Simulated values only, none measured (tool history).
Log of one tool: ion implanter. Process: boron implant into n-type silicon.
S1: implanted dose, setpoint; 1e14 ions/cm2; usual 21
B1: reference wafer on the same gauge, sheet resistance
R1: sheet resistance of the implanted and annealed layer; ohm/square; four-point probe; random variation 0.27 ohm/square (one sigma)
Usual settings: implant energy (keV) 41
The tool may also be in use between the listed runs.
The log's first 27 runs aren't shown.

run 28 hour=2823.7 | S1=25.04 implant_energy_(keV)=28 | B1=72.72 | R1=59.02
run 29 hour=2883.7 | S1=21 implant_energy_(keV)=34 | B1=72.93 | R1=63.6
run 30 hour=2939.6 | S1=21 implant_energy_(keV)=41 | B1=72.9 | R1=62.08
run 31 hour=2997.6 | S1=22.71 implant_energy_(keV)=49.5 | B1=72.85 | R1=56.83
run 32 hour=3047 | S1=18.86 implant_energy_(keV)=41 | B1=72.75 | R1=66.96
run 33 hour=3134.5 | S1=25.94 implant_energy_(keV)=30.5 | B1=72.78 | R1=56.49
run 34 hour=3211.5 | S1=16.13 implant_energy_(keV)=49.5 | B1=72.75 | R1=74.31
run 35 hour=3265.7 | S1=26.41 implant_energy_(keV)=48.5 | B1=72.58 | R1=51.07
run 36 hour=3340.3 | S1=21 implant_energy_(keV)=41 | B1=72.73 | R1=61.6
run 37 hour=3406.9 | S1=26.76 implant_energy_(keV)=49.5 | B1=72.78 | R1=50.39
run 38 hour=3462 | S1=21 implant_energy_(keV)=41 | B1=72.87 | R1=61.8

Forecast each of these 3 alternatives for the next run:
run A hour=3462.4 | S1=21 implant_energy_(keV)=41 | B1=? | R1=?
run B hour=3462.4 | S1=21 implant_energy_(keV)=32.5 | B1=? | R1=?
run C hour=3462.4 | S1=22.9 implant_energy_(keV)=44.5 | B1=? | R1=?

run=A B1=72.91 R1=62.02
run=B B1=72.91 R1=64.11
run=C B1=72.91 R1=57.6
Without the tool's hidden state the same runs would have given:
run=A R1=62.02
run=B R1=64.11
run=C R1=57.6
